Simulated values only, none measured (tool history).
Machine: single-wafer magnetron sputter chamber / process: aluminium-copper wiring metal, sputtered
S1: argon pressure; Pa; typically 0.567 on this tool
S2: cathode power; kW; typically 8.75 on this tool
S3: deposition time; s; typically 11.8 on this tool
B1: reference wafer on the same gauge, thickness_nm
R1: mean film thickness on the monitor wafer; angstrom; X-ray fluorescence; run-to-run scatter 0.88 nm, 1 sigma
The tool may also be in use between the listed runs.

run   hour     S1    S2    S3       B1       R1
  1      0  0.567  8.75  11.8  131.347  1514.72
  2   71.1  0.567  8.75  10.8  131.169  1399.18
  3    116  0.567  8.75  10.8  131.137  1410.16
     165.8  -- sputter target and shields replaced
  4  176.3  0.567  8.75  11.8  130.958   1518.3
  5    205  0.567  8.75  11.8  131.066  1531.38
  6  273.3  0.567  8.75  11.8  130.953  1526.91
  7  317.3  0.404   9.9  11.8   131.05  1836.59
     351.8  -- magnet pack replaced
  8  355.9  0.404   9.9  11.8  131.362  1821.53
     359.1  -- gauge calibrated
     376.1  -- sputter target and shields replaced
     412.7  -- capacitance manometer re-zeroed and calibrated
  9  413.8  0.508  9.55  11.8  130.731  1708.78
 10  479.5  0.694    10    13  131.092  1828.87
 11  543.5  0.567  8.75  11.8  131.133  1519.86
     582.3  -- sputter target and shields replaced
 12  609.8  0.567   6.6  11.8  130.851  1155.66
 13  664.1  0.694  8.75  11.8  130.947  1472.56
 14  715.4  0.567  8.75  11.8  130.876  1531.74
 15  774.2  0.688  8.75  11.8   131.16  1475.02
     824.1  -- sputter target and shields replaced
 16  839.5  0.678  10.2   9.5  130.719  1374.06
 17  909.6  0.678   7.5  11.8   131.08  1262.37
 18  966.1  0.567  8.75  11.8  131.187  1532.43
 19  992.2  0.458  8.75  11.8  131.015  1593.04

Below are 3 alternative next runs, each starting from the tool's condition after run 19. Predict each:
  A  992.6  0.567  7.45  11.8   ?   ?
  B  992.6  0.385   9.8  11.8   ?   ?
  C  992.6  0.567  10.9  11.8   ?   ?

run       B1       R1
  A  130.869  1303.71
  B  130.869  1817.69
  C  130.869  1902.02
Had the tool no hidden state, the same runs would have come out as:
run       R1
  A  1303.71
  B  1817.69
  C  1902.02
